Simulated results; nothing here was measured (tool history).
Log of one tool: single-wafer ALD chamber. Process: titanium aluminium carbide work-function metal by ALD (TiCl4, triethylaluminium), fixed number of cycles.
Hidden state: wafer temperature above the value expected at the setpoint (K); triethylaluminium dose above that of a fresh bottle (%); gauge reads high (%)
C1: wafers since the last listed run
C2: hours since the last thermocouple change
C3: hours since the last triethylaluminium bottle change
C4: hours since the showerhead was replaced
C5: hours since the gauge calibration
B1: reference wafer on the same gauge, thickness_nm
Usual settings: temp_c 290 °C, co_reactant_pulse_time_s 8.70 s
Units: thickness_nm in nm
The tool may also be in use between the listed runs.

run 1 hour=0.0 | temp_c=287 co_reactant_pulse_time_s=11.28 | C1=0 C2=492.2 C3=32.8 C4=5707.3 C5=40.6 | B1=2.318 | thickness_nm=2.278
run 2 hour=64.0 | temp_c=290 co_reactant_pulse_time_s=9.73 | C1=948 C2=556.2 C3=96.8 C4=5771.3 C5=104.6 | B1=2.317 | thickness_nm=2.269
run 3 hour=151.6 | temp_c=290 co_reactant_pulse_time_s=6.60 | C1=1298 C2=643.8 C3=184.4 C4=5858.9 C5=192.2 | B1=2.322 | thickness_nm=2.013
run 4 hour=221.2 | temp_c=290 co_reactant_pulse_time_s=8.70 | C1=1031 C2=713.4 C3=254.0 C4=5928.5 C5=261.8 | B1=2.319 | thickness_nm=2.227
run 5 hour=285.1 | temp_c=290 co_reactant_pulse_time_s=8.70 | C1=947 C2=777.3 C3=317.9 C4=5992.4 C5=325.7 | B1=2.319 | thickness_nm=2.224
run 6 hour=358.2 | temp_c=290 co_reactant_pulse_time_s=8.70 | C1=1083 C2=850.4 C3=391.0 C4=6065.5 C5=398.8 | B1=2.322 | thickness_nm=2.223
run 7 hour=446.1 | temp_c=290 co_reactant_pulse_time_s=8.70 | C1=1302 C2=938.3 C3=478.9 C4=6153.4 C5=486.7 | B1=2.318 | thickness_nm=2.216
run 8 hour=544.0 | temp_c=279 co_reactant_pulse_time_s=6.68 | C1=1451 C2=1036.2 C3=576.8 C4=6251.3 C5=584.6 | B1=2.319 | thickness_nm=1.910
run 9 hour=624.6 | temp_c=279 co_reactant_pulse_time_s=6.68 | C1=1194 C2=1116.8 C3=657.4 C4=6331.9 C5=665.2 | B1=2.320 | thickness_nm=1.927
run 10 hour=695.3 | temp_c=282 co_reactant_pulse_time_s=8.70 | C1=1048 C2=1187.5 C3=728.1 C4=6402.6 C5=735.9 | B1=2.321 | thickness_nm=2.155
run 11 hour=781.5 | temp_c=282 co_reactant_pulse_time_s=8.70 | C1=1277 C2=1273.7 C3=814.3 C4=6488.8 C5=822.1 | B1=2.322 | thickness_nm=2.132
run 12 hour=883.6 | temp_c=290 co_reactant_pulse_time_s=8.70 | C1=1513 C2=1375.8 C3=916.4 C4=6590.9 C5=924.2 | B1=2.319 | thickness_nm=2.195
run 13 hour=989.4 | temp_c=290 co_reactant_pulse_time_s=5.94 | C1=1568 C2=1481.6 C3=1022.2 C4=6696.7 C5=1030.0 | B1=2.322 | thickness_nm=1.828
run 14 hour=1043.3 | temp_c=297 co_reactant_pulse_time_s=10.38 | C1=798 C2=1535.5 C3=1076.1 C4=6750.6 C5=1083.9 | B1=2.319 | thickness_nm=2.331
-- hour=1119.4 thermocouple changed; heater temperature recalibrated
run 15 hour=1120.5 | temp_c=290 co_reactant_pulse_time_s=9.73 | C1=1025 C2=1.1 C3=1153.3 C4=6827.8 C5=1161.1 | B1=2.322 | thickness_nm=2.237
-- hour=1176.4 triethylaluminium bottle replaced
run 16 hour=1176.9 | temp_c=283 co_reactant_pulse_time_s=10.56 | C1=717 C2=57.5 C3=0.5 C4=6884.2 C5=1217.5 | B1=2.325 | thickness_nm=2.226
-- hour=1217.1 showerhead replaced
run 17 hour=1272.8 | temp_c=294 co_reactant_pulse_time_s=11.09 | C1=1302 C2=153.4 C3=96.4 C4=55.7 C5=1313.4 | B1=2.323 | thickness_nm=2.333

Run 18 comes next. What will it give?
-- hour=1291.9 gauge calibrated
run 18 hour=1364.1 | temp_c=280 co_reactant_pulse_time_s=7.14 | C1=1353 C2=244.7 C3=187.7 C4=147.0 C5=72.2 | B1=? | thickness_nm=?

Run 18 gave B1 2.325, thickness_nm 2.011 nm.
Without the tool's hidden state the same run would have given thickness_nm 2.013 nm.
